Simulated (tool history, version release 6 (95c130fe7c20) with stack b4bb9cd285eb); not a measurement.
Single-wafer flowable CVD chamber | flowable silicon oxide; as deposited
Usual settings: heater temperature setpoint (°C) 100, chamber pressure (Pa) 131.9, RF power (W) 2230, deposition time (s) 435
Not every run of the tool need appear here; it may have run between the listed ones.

run	hour	heater temperature setpoint (°C)	chamber pressure (Pa)	RF power (W)	deposition time (s)	read-back reference wafer on the same gauge, thickness_nm	mean film thickness on the monitor wafer (angstrom)
1	0.0	100	131.9	2230	435	351.014	4713.10
2	10.4	100	131.9	1940	482	351.012	5115.92
3	18.8	100	131.9	2230	435	351.014	4717.19
4	28.3	100	131.9	2230	435	351.084	4722.81
5	38.7	100	131.9	2230	435	351.052	4732.24
6	56.5	100	131.9	2230	407	350.907	4427.82
7	69.6	100	131.9	2230	407	350.926	4436.66
8	76.7	100	131.9	2230	435	351.067	4756.21
9	94.1	100	131.9	2230	435	351.055	4744.57
# hour 101.1: gauge calibrated
# hour 115.9: RF generator calibrated
10	116.4	100	131.9	2230	435	350.872	4772.58
# hour 125.2: showerhead replaced
11	125.7	100	131.9	2230	435	351.031	4765.55
12	135.0	96	104.0	2230	380	350.806	3837.42
13	142.3	100	131.9	2230	435	351.063	4782.85
# hour 151.2: thermocouple changed; heater temperature recalibrated
14	158.3	100	131.9	2230	435	351.102	3765.62
15	172.2	107	153.1	2565	463	351.121	3602.45
16	189.1	111	141.5	2230	480	351.024	2952.21
# hour 202.4: capacitance manometer re-zeroed and calibrated
17	202.9	109	109.5	2230	435	351.182	2092.10
18	215.1	107	153.1	2565	463	351.159	3400.10
19	229.8	100	131.9	2540	471	350.852	3909.71
20	245.5	100	131.9	2230	435	350.986	3570.92
21	255.1	86	131.9	2230	491	351.175	6721.17
22	266.5	95	158.7	2230	435	350.990	5143.36
23	285.4	88	131.9	2230	435	350.991	5592.74

Here are 5 independent what-if runs from the current tool condition. What would each one return?
A	285.9	100	131.9	2230	435	?	?
B	285.9	93	102.0	2385	393	?	?
C	285.9	106	155.7	1900	435	?	?
D	285.9	106	120.7	2115	435	?	?
E	285.9	109	115.1	2230	471	?	?

run	read-back reference wafer on the same gauge, thickness_nm	mean film thickness on the monitor wafer (angstrom)
A	351.068	3584.17
B	351.068	3290.93
C	351.068	3253.99
D	351.068	2588.37
E	351.068	2412.17
With no hidden state in the tool, these same runs would have given:
run	mean film thickness on the monitor wafer (angstrom)
A	3566.84
B	3272.90
C	3240.60
D	2575.29
E	2399.38
